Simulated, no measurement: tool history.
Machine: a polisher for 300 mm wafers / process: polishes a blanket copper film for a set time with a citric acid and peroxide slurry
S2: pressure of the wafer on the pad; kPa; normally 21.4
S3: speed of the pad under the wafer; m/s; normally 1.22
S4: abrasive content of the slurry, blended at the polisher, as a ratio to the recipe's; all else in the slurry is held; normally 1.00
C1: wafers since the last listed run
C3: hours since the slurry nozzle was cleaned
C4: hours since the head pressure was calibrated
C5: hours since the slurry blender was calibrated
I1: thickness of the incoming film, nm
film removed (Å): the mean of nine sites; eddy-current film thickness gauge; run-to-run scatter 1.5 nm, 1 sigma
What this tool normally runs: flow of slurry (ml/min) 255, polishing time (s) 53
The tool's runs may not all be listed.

run 1 hour=0.0 | flow_of_slurry_(ml/min)=255 S2=21.4 S3=1.22 S4=1.00 polishing_time_(s)=53 | C1=0 wafers_polished_on_this_pad=537 C3=455.0 C4=713.2 C5=0.8 | I1=1171.2 | film_removed_(Å)=1255
run 2 hour=14.6 | flow_of_slurry_(ml/min)=255 S2=21.4 S3=1.22 S4=1.00 polishing_time_(s)=53 | C1=223 wafers_polished_on_this_pad=760 C3=469.6 C4=727.8 C5=15.4 | I1=1165.3 | film_removed_(Å)=1266
run 3 hour=27.0 | flow_of_slurry_(ml/min)=255 S2=21.4 S3=1.22 S4=1.00 polishing_time_(s)=53 | C1=190 wafers_polished_on_this_pad=950 C3=482.0 C4=740.2 C5=27.8 | I1=1182.6 | film_removed_(Å)=1267
-- hour=32.5 worn pad replaced by a new one
run 4 hour=33.2 | flow_of_slurry_(ml/min)=255 S2=21.4 S3=1.22 S4=1.00 polishing_time_(s)=53 | C1=33 wafers_polished_on_this_pad=11 C3=488.2 C4=746.4 C5=34.0 | I1=1187.5 | film_removed_(Å)=1242
run 5 hour=41.7 | flow_of_slurry_(ml/min)=255 S2=21.4 S3=1.22 S4=1.00 polishing_time_(s)=53 | C1=130 wafers_polished_on_this_pad=141 C3=496.7 C4=754.9 C5=42.5 | I1=1169.7 | film_removed_(Å)=1251
run 6 hour=50.2 | flow_of_slurry_(ml/min)=255 S2=21.4 S3=1.00 S4=1.00 polishing_time_(s)=53 | C1=130 wafers_polished_on_this_pad=271 C3=505.2 C4=763.4 C5=51.0 | I1=1188.1 | film_removed_(Å)=1041
run 7 hour=67.9 | flow_of_slurry_(ml/min)=255 S2=21.4 S3=1.00 S4=1.00 polishing_time_(s)=53 | C1=271 wafers_polished_on_this_pad=542 C3=522.9 C4=781.1 C5=68.7 | I1=1158.8 | film_removed_(Å)=1040
run 8 hour=85.2 | flow_of_slurry_(ml/min)=255 S2=21.4 S3=1.00 S4=1.00 polishing_time_(s)=53 | C1=265 wafers_polished_on_this_pad=807 C3=540.2 C4=798.4 C5=86.0 | I1=1191.5 | film_removed_(Å)=1026
run 9 hour=92.3 | flow_of_slurry_(ml/min)=255 S2=21.4 S3=1.22 S4=1.00 polishing_time_(s)=53 | C1=108 wafers_polished_on_this_pad=916 C3=547.3 C4=805.5 C5=93.1 | I1=1162.3 | film_removed_(Å)=1255
run 10 hour=104.2 | flow_of_slurry_(ml/min)=255 S2=21.4 S3=1.22 S4=1.00 polishing_time_(s)=53 | C1=182 wafers_polished_on_this_pad=1099 C3=559.2 C4=817.4 C5=105.0 | I1=1183.3 | film_removed_(Å)=1264
-- hour=108.0 head pressure recalibrated
-- hour=108.6 worn pad replaced by a new one, of another model than before
run 11 hour=121.1 | flow_of_slurry_(ml/min)=255 S2=21.4 S3=1.22 S4=1.00 polishing_time_(s)=53 | C1=218 wafers_polished_on_this_pad=191 C3=576.1 C4=13.1 C5=121.9 | I1=1202.0 | film_removed_(Å)=1433
run 12 hour=138.6 | flow_of_slurry_(ml/min)=335 S2=28.3 S3=1.22 S4=1.00 polishing_time_(s)=71 | C1=268 wafers_polished_on_this_pad=459 C3=593.6 C4=30.6 C5=139.4 | I1=1175.3 | film_removed_(Å)=2407
run 13 hour=151.7 | flow_of_slurry_(ml/min)=300 S2=21.4 S3=1.22 S4=0.85 polishing_time_(s)=53 | C1=200 wafers_polished_on_this_pad=660 C3=606.7 C4=43.7 C5=152.5 | I1=1196.7 | film_removed_(Å)=1407
-- hour=170.6 slurry blender recalibrated
run 14 hour=171.1 | flow_of_slurry_(ml/min)=295 S2=21.4 S3=1.22 S4=1.00 polishing_time_(s)=53 | C1=266 wafers_polished_on_this_pad=926 C3=626.1 C4=63.1 C5=0.5 | I1=1186.8 | film_removed_(Å)=1399

Run 15 has not been measured yet. What should we expect?
run 15 hour=177.2 | flow_of_slurry_(ml/min)=255 S2=21.4 S3=1.22 S4=0.80 polishing_time_(s)=68 | C1=93 wafers_polished_on_this_pad=1020 C3=632.2 C4=69.2 C5=6.6 | I1=1166.0 | film_removed_(Å)=?

Run 15 came out at film removed (Å) 1762.
Had the tool carried no hidden state, the very same run would have given film removed (Å) 1767.
